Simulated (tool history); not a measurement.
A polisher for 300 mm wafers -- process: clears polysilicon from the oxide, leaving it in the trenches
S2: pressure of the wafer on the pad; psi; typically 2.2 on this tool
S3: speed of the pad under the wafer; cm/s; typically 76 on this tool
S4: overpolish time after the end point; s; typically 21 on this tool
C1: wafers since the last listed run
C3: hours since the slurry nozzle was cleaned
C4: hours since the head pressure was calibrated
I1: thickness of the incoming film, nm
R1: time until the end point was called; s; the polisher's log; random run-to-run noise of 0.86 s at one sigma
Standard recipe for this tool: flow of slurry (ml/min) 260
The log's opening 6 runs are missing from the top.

-- hour=322.7 slurry nozzle cleaned
-- hour=391.6 worn pad replaced by a new one
run 7 hour=401.9 | flow_of_slurry_(ml/min)=225 S2=2.2 S3=56 S4=21 | C1=598 wafers_polished_on_this_pad=73 C3=79.2 C4=347.4 | I1=444.1 | R1=63
run 8 hour=460 | flow_of_slurry_(ml/min)=225 S2=2.2 S3=56 S4=21 | C1=412 wafers_polished_on_this_pad=485 C3=137.3 C4=405.5 | I1=440.3 | R1=62.7
run 9 hour=502.4 | flow_of_slurry_(ml/min)=225 S2=2.2 S3=56 S4=21 | C1=300 wafers_polished_on_this_pad=786 C3=179.7 C4=447.9 | I1=445.4 | R1=64.2
run 10 hour=575.2 | flow_of_slurry_(ml/min)=190 S2=2.2 S3=76 S4=21 | C1=516 wafers_polished_on_this_pad=1302 C3=252.5 C4=520.7 | I1=436.2 | R1=51.9
run 11 hour=633 | flow_of_slurry_(ml/min)=190 S2=2.2 S3=76 S4=21 | C1=410 wafers_polished_on_this_pad=1712 C3=310.3 C4=578.5 | I1=440.1 | R1=52.8
run 12 hour=675.6 | flow_of_slurry_(ml/min)=190 S2=2.2 S3=76 S4=21 | C1=302 wafers_polished_on_this_pad=2015 C3=352.9 C4=621.1 | I1=437.5 | R1=52.7
run 13 hour=718 | flow_of_slurry_(ml/min)=260 S2=2.2 S3=76 S4=21 | C1=300 wafers_polished_on_this_pad=2315 C3=395.3 C4=663.5 | I1=437.3 | R1=49.7
run 14 hour=775.7 | flow_of_slurry_(ml/min)=260 S2=2.2 S3=76 S4=21 | C1=409 wafers_polished_on_this_pad=2725 C3=453 C4=721.2 | I1=438 | R1=50.8
-- hour=795.8 worn pad replaced by a new one
-- hour=798 slurry nozzle cleaned
run 15 hour=812 | flow_of_slurry_(ml/min)=260 S2=2.2 S3=76 S4=21 | C1=222 wafers_polished_on_this_pad=108 C3=14 C4=757.5 | I1=438.8 | R1=51.3
run 16 hour=909.3 | flow_of_slurry_(ml/min)=260 S2=2.2 S3=76 S4=21 | C1=690 wafers_polished_on_this_pad=798 C3=111.3 C4=854.8 | I1=438.2 | R1=49.8
run 17 hour=969.7 | flow_of_slurry_(ml/min)=260 S2=2.2 S3=76 S4=21 | C1=428 wafers_polished_on_this_pad=1227 C3=171.7 C4=915.2 | I1=443 | R1=53.2
-- hour=990.4 head pressure recalibrated
run 18 hour=1037.6 | flow_of_slurry_(ml/min)=195 S2=2.6 S3=92 S4=21 | C1=467 wafers_polished_on_this_pad=1694 C3=239.6 C4=47.2 | I1=441.3 | R1=40.8
run 19 hour=1104.6 | flow_of_slurry_(ml/min)=260 S2=2.2 S3=76 S4=21 | C1=475 wafers_polished_on_this_pad=2169 C3=306.6 C4=114.2 | I1=443.9 | R1=51.9
run 20 hour=1162.5 | flow_of_slurry_(ml/min)=260 S2=1.8 S3=50 S4=29 | C1=410 wafers_polished_on_this_pad=2580 C3=364.5 C4=172.1 | I1=442.4 | R1=79.8
run 21 hour=1209.1 | flow_of_slurry_(ml/min)=260 S2=1.9 S3=76 S4=15 | C1=330 wafers_polished_on_this_pad=2911 C3=411.1 C4=218.7 | I1=439 | R1=58
-- hour=1301.2 slurry nozzle cleaned
run 22 hour=1303.6 | flow_of_slurry_(ml/min)=260 S2=1.9 S3=66 S4=30 | C1=663 wafers_polished_on_this_pad=3574 C3=2.4 C4=313.2 | I1=443.4 | R1=65.3
-- hour=1316.1 worn pad replaced by a new one
run 23 hour=1359.9 | flow_of_slurry_(ml/min)=260 S2=2.2 S3=76 S4=21 | C1=371 wafers_polished_on_this_pad=310 C3=58.7 C4=369.5 | I1=440.3 | R1=50.7
run 24 hour=1405.1 | flow_of_slurry_(ml/min)=340 S2=2.2 S3=86 S4=21 | C1=320 wafers_polished_on_this_pad=631 C3=103.9 C4=414.7 | I1=437.3 | R1=46.3
run 25 hour=1458.2 | flow_of_slurry_(ml/min)=260 S2=2.6 S3=64 S4=21 | C1=376 wafers_polished_on_this_pad=1007 C3=157 C4=467.8 | I1=436.4 | R1=47.3
run 26 hour=1550.1 | flow_of_slurry_(ml/min)=260 S2=2.2 S3=56 S4=21 | C1=652 wafers_polished_on_this_pad=1660 C3=248.9 C4=559.7 | I1=445.4 | R1=60.6
run 27 hour=1590.5 | flow_of_slurry_(ml/min)=260 S2=1.4 S3=68 S4=28 | C1=286 wafers_polished_on_this_pad=1946 C3=289.3 C4=600.1 | I1=439.5 | R1=85.6
run 28 hour=1662.3 | flow_of_slurry_(ml/min)=260 S2=2.2 S3=76 S4=21 | C1=509 wafers_polished_on_this_pad=2456 C3=361.1 C4=671.9 | I1=435.8 | R1=51.1
-- hour=1739.4 slurry nozzle cleaned
run 29 hour=1752.9 | flow_of_slurry_(ml/min)=290 S2=2.2 S3=84 S4=14 | C1=635 wafers_polished_on_this_pad=3091 C3=13.5 C4=762.5 | I1=443.6 | R1=48.7

Expected results for the next run?
-- hour=1793.4 worn pad replaced by a new one
run 30 hour=1839.1 | flow_of_slurry_(ml/min)=180 S2=2.8 S3=60 S4=30 | C1=583 wafers_polished_on_this_pad=324 C3=99.7 C4=848.7 | I1=442.4 | R1=?

For run 30 the tool returned R1 47.1 s.
Had the tool carried no hidden state, the very same run would have given R1 47.1 s.
